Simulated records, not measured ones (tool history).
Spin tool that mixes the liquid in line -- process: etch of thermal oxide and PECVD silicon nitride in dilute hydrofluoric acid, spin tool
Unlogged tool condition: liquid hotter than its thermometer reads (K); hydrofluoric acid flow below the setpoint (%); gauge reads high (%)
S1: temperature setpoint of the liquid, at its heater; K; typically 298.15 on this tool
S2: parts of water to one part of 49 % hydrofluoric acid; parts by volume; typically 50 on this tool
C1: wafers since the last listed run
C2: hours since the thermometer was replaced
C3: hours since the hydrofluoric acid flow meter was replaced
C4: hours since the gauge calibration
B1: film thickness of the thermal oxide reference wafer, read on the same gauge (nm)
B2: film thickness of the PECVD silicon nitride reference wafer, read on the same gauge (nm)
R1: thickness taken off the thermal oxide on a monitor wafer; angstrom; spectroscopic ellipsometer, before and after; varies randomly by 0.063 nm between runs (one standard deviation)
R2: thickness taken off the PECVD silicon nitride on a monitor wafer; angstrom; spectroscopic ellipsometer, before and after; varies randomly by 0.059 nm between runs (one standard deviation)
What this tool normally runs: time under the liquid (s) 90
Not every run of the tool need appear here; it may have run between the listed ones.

Run 1, hour 0: usual settings; C1 0; C2 309.3; C3 1250.4; C4 2799.8; B1 58.06; B2 87.1. Result: R1 103 angstrom, R2 74.3 angstrom.
Run 2, hour 32.4: usual settings; C1 194; C2 341.7; C3 1282.8; C4 2832.2; B1 58.04; B2 87.07. Result: R1 102.1 angstrom, R2 75.6 angstrom.
Run 3, hour 59: usual settings; C1 160; C2 368.3; C3 1309.4; C4 2858.8; B1 58.04; B2 87.04. Result: R1 103.4 angstrom, R2 75.3 angstrom.
At hour 72.1: gauge calibrated.
Run 4, hour 233.6: usual settings; C1 1050; C2 542.9; C3 1484; C4 161.5; B1 60.32; B2 90.5. Result: R1 108.1 angstrom, R2 77.3 angstrom.
Run 5, hour 283.5: usual settings; C1 300; C2 592.8; C3 1533.9; C4 211.4; B1 60.29; B2 90.45. Result: R1 105.9 angstrom, R2 77.4 angstrom.
Run 6, hour 323.7: usual settings; C1 241; C2 633; C3 1574.1; C4 251.6; B1 60.27; B2 90.41. Result: R1 106.9 angstrom, R2 77.4 angstrom.
Run 7, hour 499.4: usual settings; C1 1057; C2 808.7; C3 1749.8; C4 427.3; B1 60.15; B2 90.26. Result: R1 105.9 angstrom, R2 77.2 angstrom.
Run 8, hour 548.3: usual settings but S2 30 parts by volume; C1 294; C2 857.6; C3 1798.7; C4 476.2; B1 60.14; B2 90.19. Result: R1 180.4 angstrom, R2 126.6 angstrom.
Run 9, hour 577.9: usual settings but S1 300.15 K, S2 60 parts by volume; C1 178; C2 887.2; C3 1828.3; C4 505.8; B1 60.09; B2 90.15. Result: R1 95.6 angstrom, R2 73.4 angstrom.
Run 10, hour 612.7: usual settings; C1 209; C2 922; C3 1863.1; C4 540.6; B1 60.08; B2 90.14. Result: R1 105.6 angstrom, R2 76.4 angstrom.
At hour 664.2: thermometer replaced.
Run 11, hour 681.2: usual settings but S1 294.65 K, S2 60 parts by volume, time under the liquid (s) 70; C1 406; C2 17; C3 1931.6; C4 609.1; B1 60.05; B2 90.08. Result: R1 58.5 angstrom, R2 39.5 angstrom.
At hour 685: hydrofluoric acid flow meter replaced.
Run 12, hour 710.3: usual settings but S1 296.15 K; C1 169; C2 46.1; C3 25.3; C4 638.2; B1 60.04; B2 90.05. Result: R1 98 angstrom, R2 67 angstrom.
Run 13, hour 753.4: usual settings but S1 301.65 K, S2 70 parts by volume, time under the liquid (s) 135; C1 259; C2 89.2; C3 68.4; C4 681.3; B1 60.03; B2 90. Result: R1 127.6 angstrom, R2 104.8 angstrom.
Run 14, hour 810.6: usual settings but S1 296.65 K, S2 40 parts by volume, time under the liquid (s) 115; C1 344; C2 146.4; C3 125.6; C4 738.5; B1 59.96; B2 89.97. Result: R1 162.4 angstrom, R2 110.8 angstrom.
Run 15, hour 1012.7: usual settings but S1 302.65 K, S2 60 parts by volume, time under the liquid (s) 145; C1 1216; C2 348.5; C3 327.7; C4 940.6; B1 59.85; B2 89.78. Result: R1 167.3 angstrom, R2 139.1 angstrom.
Run 16, hour 1080.5: usual settings; C1 408; C2 416.3; C3 395.5; C4 1008.4; B1 59.81; B2 89.71. Result: R1 106.4 angstrom, R2 77.9 angstrom.
Run 17, hour 1243.5: usual settings but time under the liquid (s) 145; C1 980; C2 579.3; C3 558.5; C4 1171.4; B1 59.72; B2 89.57. Result: R1 170.7 angstrom, R2 124.4 angstrom.
Run 18, hour 1294.5: usual settings but S2 65 parts by volume, time under the liquid (s) 70; C1 306; C2 630.3; C3 609.5; C4 1222.4; B1 59.69; B2 89.51. Result: R1 61.9 angstrom, R2 45.5 angstrom.
Run 19, hour 1330.5: usual settings but S1 301.65 K, S2 70 parts by volume, time under the liquid (s) 70; C1 216; C2 666.3; C3 645.5; C4 1258.4; B1 59.68; B2 89.49. Result: R1 65.9 angstrom, R2 53.8 angstrom.
Run 20, hour 1381.9: usual settings but time under the liquid (s) 145; C1 309; C2 717.7; C3 696.9; C4 1309.8; B1 59.62; B2 89.44. Result: R1 171.3 angstrom, R2 121.2 angstrom.
Run 21, hour 1410.2: usual settings but time under the liquid (s) 65; C1 170; C2 746; C3 725.2; C4 1338.1; B1 59.6; B2 89.42. Result: R1 76.3 angstrom, R2 54.9 angstrom.
Run 22, hour 1469.8: usual settings; C1 358; C2 805.6; C3 784.8; C4 1397.7; B1 59.57; B2 89.37. Result: R1 106.8 angstrom, R2 76.6 angstrom.
At hour 1508.6: thermometer replaced.
Run 23, hour 1509.1: usual settings but S1 299.65 K, S2 75 parts by volume, time under the liquid (s) 110; C1 230; C2 0.5; C3 824.1; C4 1437; B1 59.57; B2 89.32. Result: R1 88 angstrom, R2 68.5 angstrom.
Run 24, hour 1557.9: usual settings but S1 301.65 K, time under the liquid (s) 45; C1 293; C2 49.3; C3 872.9; C4 1485.8; B1 59.53; B2 89.29. Result: R1 60.8 angstrom, R2 47.3 angstrom.
Run 25, hour 1601.2: usual settings; C1 260; C2 92.6; C3 916.2; C4 1529.1; B1 59.49; B2 89.24. Result: R1 104 angstrom, R2 75.5 angstrom.
Run 26, hour 1640.8: usual settings but S1 294.15 K, S2 65 parts by volume, time under the liquid (s) 145; C1 238; C2 132.2; C3 955.8; C4 1568.7; B1 59.47; B2 89.21. Result: R1 108.3 angstrom, R2 71.9 angstrom.
Run 27, hour 1673.8: usual settings; C1 198; C2 165.2; C3 988.8; C4 1601.7; B1 59.46; B2 89.19. Result: R1 106.4 angstrom, R2 75.4 angstrom.

3 options for the next run, each taken on its own from the tool as it stands now. Forecast them:
Run A, hour 1674.2: usual settings but S2 70 parts by volume; C1 2; C2 165.6; C3 989.2; C4 1602.1; B1 ?; B2 ?. Result: R1 ?, R2 ?.
Run B, hour 1674.2: usual settings but S1 293.65 K, S2 70 parts by volume, time under the liquid (s) 75; C1 2; C2 165.6; C3 989.2; C4 1602.1; B1 ?; B2 ?. Result: R1 ?, R2 ?.
Run C, hour 1674.2: usual settings but S1 301.15 K, S2 65 parts by volume, time under the liquid (s) 45; C1 2; C2 165.6; C3 989.2; C4 1602.1; B1 ?; B2 ?. Result: R1 ?, R2 ?.

run     B1     B2    R1    R2
  A  59.45  89.19  73.3  54.7
  B  59.45  89.19  50.8  33.7
  C  59.45  89.19  44.8  35.8
Without the tool's hidden state the same runs would have given:
run    R1    R2
  A    74  55.2
  B  51.3    34
  C  45.2  36.2

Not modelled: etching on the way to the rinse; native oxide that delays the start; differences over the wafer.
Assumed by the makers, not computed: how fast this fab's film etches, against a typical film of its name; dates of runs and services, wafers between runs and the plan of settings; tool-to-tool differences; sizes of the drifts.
